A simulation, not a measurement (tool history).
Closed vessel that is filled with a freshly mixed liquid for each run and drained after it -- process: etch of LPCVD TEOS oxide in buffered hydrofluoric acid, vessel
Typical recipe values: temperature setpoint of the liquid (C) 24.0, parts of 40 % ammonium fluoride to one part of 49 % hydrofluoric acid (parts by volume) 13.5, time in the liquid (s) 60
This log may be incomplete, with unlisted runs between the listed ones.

run	hour	temperature setpoint of the liquid (C)	parts of 40 % ammonium fluoride to one part of 49 % hydrofluoric acid (parts by volume)	time in the liquid (s)	wafers since the last listed run	hours since the thermometer was replaced	hours since the hydrofluoric acid flow meter was replaced	hours since the gauge calibration	read-back film thickness of the LPCVD TEOS oxide reference wafer, read on the same gauge (nm)	thickness taken off the LPCVD TEOS oxide on a monitor wafer (angstrom)
1	0.0	24.0	13.5	60	0	544.4	1127.6	17.5	40.00	1273.8
2	6.8	24.0	13.5	60	679	551.2	1134.4	24.3	39.98	1280.4
3	13.2	24.0	13.5	60	639	557.6	1140.8	30.7	40.01	1274.2
4	30.1	24.0	13.5	60	1689	574.5	1157.7	47.6	40.02	1277.0
5	42.1	24.0	13.5	60	1199	586.5	1169.7	59.6	40.00	1279.2
6	53.3	24.0	13.5	60	1119	597.7	1180.9	70.8	40.01	1272.8
7	68.2	24.0	13.5	85	1489	612.6	1195.8	85.7	39.98	1797.9
8	81.8	24.0	13.5	85	1359	626.2	1209.4	99.3	40.00	1805.0
9	88.5	24.0	13.5	60	669	632.9	1216.1	106.0	40.01	1272.9
10	99.5	24.0	13.5	60	1099	643.9	1227.1	117.0	40.01	1275.4
11	107.3	24.0	13.5	60	779	651.7	1234.9	124.8	40.01	1275.7
12	120.1	24.0	13.5	60	1279	664.5	1247.7	137.6	39.99	1282.2
13	131.9	24.0	13.5	60	1179	676.3	1259.5	149.4	39.99	1281.5
14	138.3	24.0	17.5	85	639	682.7	1265.9	155.8	40.01	1395.8
15	151.4	22.5	11.5	60	1309	695.8	1279.0	168.9	40.00	1369.1
16	163.0	24.0	13.5	60	1159	707.4	1290.6	180.5	40.00	1268.5
17	175.2	24.0	13.5	60	1219	719.6	1302.8	192.7	40.03	1275.5
18	182.4	26.0	16.0	60	719	726.8	1310.0	199.9	40.01	1203.5
# hour 221.7: gauge calibrated
19	224.3	24.0	18.5	85	4187	768.7	1351.9	2.6	40.00	1324.1
# hour 227.4: thermometer replaced
# hour 233.1: hydrofluoric acid flow meter replaced
20	251.2	22.0	13.5	90	2488	23.8	18.1	29.5	40.01	1724.5
21	259.9	22.0	13.5	60	869	32.5	26.8	38.2	40.01	1144.9
22	275.6	27.0	9.0	75	1569	48.2	42.5	53.9	39.98	2687.4
23	323.0	20.5	13.5	90	4737	95.6	89.9	101.3	40.00	1573.0
24	338.0	28.5	13.5	60	1499	110.6	104.9	116.3	39.98	1630.6
25	350.2	24.0	17.5	60	1219	122.8	117.1	128.5	39.99	991.5
26	359.3	24.0	13.5	60	909	131.9	126.2	137.6	40.02	1275.9

What was the tool's hidden state at every run in the log?
liquid hotter than its thermometer reads (K): 0 in every run
hydrofluoric acid flow above the setpoint (%): 0 in every run
gauge reads high (%): 0 in every run

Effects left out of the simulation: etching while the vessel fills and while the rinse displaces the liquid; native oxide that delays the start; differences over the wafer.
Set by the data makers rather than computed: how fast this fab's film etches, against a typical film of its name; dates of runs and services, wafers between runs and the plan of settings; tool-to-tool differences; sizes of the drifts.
